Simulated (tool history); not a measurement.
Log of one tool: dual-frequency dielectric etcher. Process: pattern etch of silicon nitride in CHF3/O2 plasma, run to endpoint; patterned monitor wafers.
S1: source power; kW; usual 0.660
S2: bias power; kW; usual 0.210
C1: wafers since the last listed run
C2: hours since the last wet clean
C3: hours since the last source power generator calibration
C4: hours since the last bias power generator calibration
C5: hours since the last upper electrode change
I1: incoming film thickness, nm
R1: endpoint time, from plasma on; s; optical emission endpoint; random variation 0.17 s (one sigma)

run	hour	S1	S2	C1	C2	C3	C4	C5	I1	R1
1	0.0	0.660	0.171	0	525.5	4120.9	2692.5	2650.7	92.7	58.8
# hour 78.8: wet clean of the chamber
2	79.3	0.550	0.210	689	0.5	4200.2	2771.8	2730.0	92.7	59.2
3	94.7	0.550	0.210	192	15.9	4215.6	2787.2	2745.4	93.1	59.4
4	143.9	0.660	0.210	613	65.1	4264.8	2836.4	2794.6	93.9	57.6
5	172.5	0.580	0.210	356	93.7	4293.4	2865.0	2823.2	93.6	58.6
6	250.8	0.580	0.210	976	172.0	4371.7	2943.3	2901.5	94.0	58.4
7	314.9	0.660	0.224	799	236.1	4435.8	3007.4	2965.6	92.7	54.7
8	343.4	0.660	0.224	355	264.6	4464.3	3035.9	2994.1	93.6	55.7
9	394.4	0.660	0.224	635	315.6	4515.3	3086.9	3045.1	93.0	54.8
10	427.1	0.660	0.210	407	348.3	4548.0	3119.6	3077.8	92.8	55.9
11	455.2	0.660	0.210	350	376.4	4576.1	3147.7	3105.9	94.0	56.9
12	481.7	0.660	0.210	330	402.9	4602.6	3174.2	3132.4	92.6	55.7
13	511.9	0.660	0.210	376	433.1	4632.8	3204.4	3162.6	92.1	55.1
14	567.5	0.660	0.210	693	488.7	4688.4	3260.0	3218.2	93.7	55.9
# hour 630.3: wet clean of the chamber
15	630.8	0.660	0.210	490	0.5	4751.7	3323.3	3281.5	93.2	56.9
16	679.7	0.660	0.210	609	49.4	4800.6	3372.2	3330.4	93.6	56.9
17	730.1	0.800	0.186	628	99.8	4851.0	3422.6	3380.8	94.0	57.4
# hour 777.9: upper electrode replaced
18	778.4	0.790	0.225	302	148.1	4899.3	3470.9	0.5	92.6	52.8
19	833.1	0.580	0.245	682	202.8	4954.0	3525.6	55.2	93.4	54.8
# hour 877.2: bias power generator calibrated
20	901.6	0.660	0.210	804	271.3	5022.5	24.4	123.7	93.6	56.3
21	950.0	0.760	0.177	603	319.7	5070.9	72.8	172.1	92.8	57.5
22	989.7	0.660	0.210	494	359.4	5110.6	112.5	211.8	92.5	55.4
23	1035.0	0.600	0.254	564	404.7	5155.9	157.8	257.1	93.7	53.1
# hour 1138.3: wet clean of the chamber
# hour 1184.6: source power generator calibrated
24	1185.1	0.600	0.261	1522	46.8	0.5	307.9	407.2	93.2	53.8
25	1225.2	0.750	0.210	499	86.9	40.6	348.0	447.3	93.5	55.3
26	1263.0	0.820	0.210	471	124.7	78.4	385.8	485.1	94.2	54.4
27	1325.8	0.800	0.188	783	187.5	141.2	448.6	547.9	93.3	56.0
28	1360.6	0.660	0.210	433	222.3	176.0	483.4	582.7	94.4	56.7
29	1416.8	0.550	0.243	700	278.5	232.2	539.6	638.9	92.8	54.5
30	1487.8	0.710	0.210	885	349.5	303.2	610.6	709.9	93.3	55.2
31	1545.2	0.720	0.197	715	406.9	360.6	668.0	767.3	92.6	55.3
32	1592.6	0.610	0.190	590	454.3	408.0	715.4	814.7	93.5	57.9
# hour 1641.1: wet clean of the chamber
33	1641.6	0.810	0.251	311	0.5	457.0	764.4	863.7	93.1	51.9

5 ways to go on from here, each from the tool as it stands after run 33. What would each give?
A	1642.0	0.660	0.235	4	0.9	457.4	764.8	864.1	92.6	?
B	1642.0	0.660	0.246	4	0.9	457.4	764.8	864.1	92.6	?
C	1642.0	0.810	0.175	4	0.9	457.4	764.8	864.1	92.6	?
D	1642.0	0.740	0.160	4	0.9	457.4	764.8	864.1	92.6	?
E	1642.0	0.560	0.179	4	0.9	457.4	764.8	864.1	92.6	?

run	R1
A	54.9
B	54.0
C	58.2
D	61.1
E	62.1
Without the tool's hidden state the same runs would have given:
run	R1
A	54.6
B	53.7
C	57.9
D	60.8
E	61.8
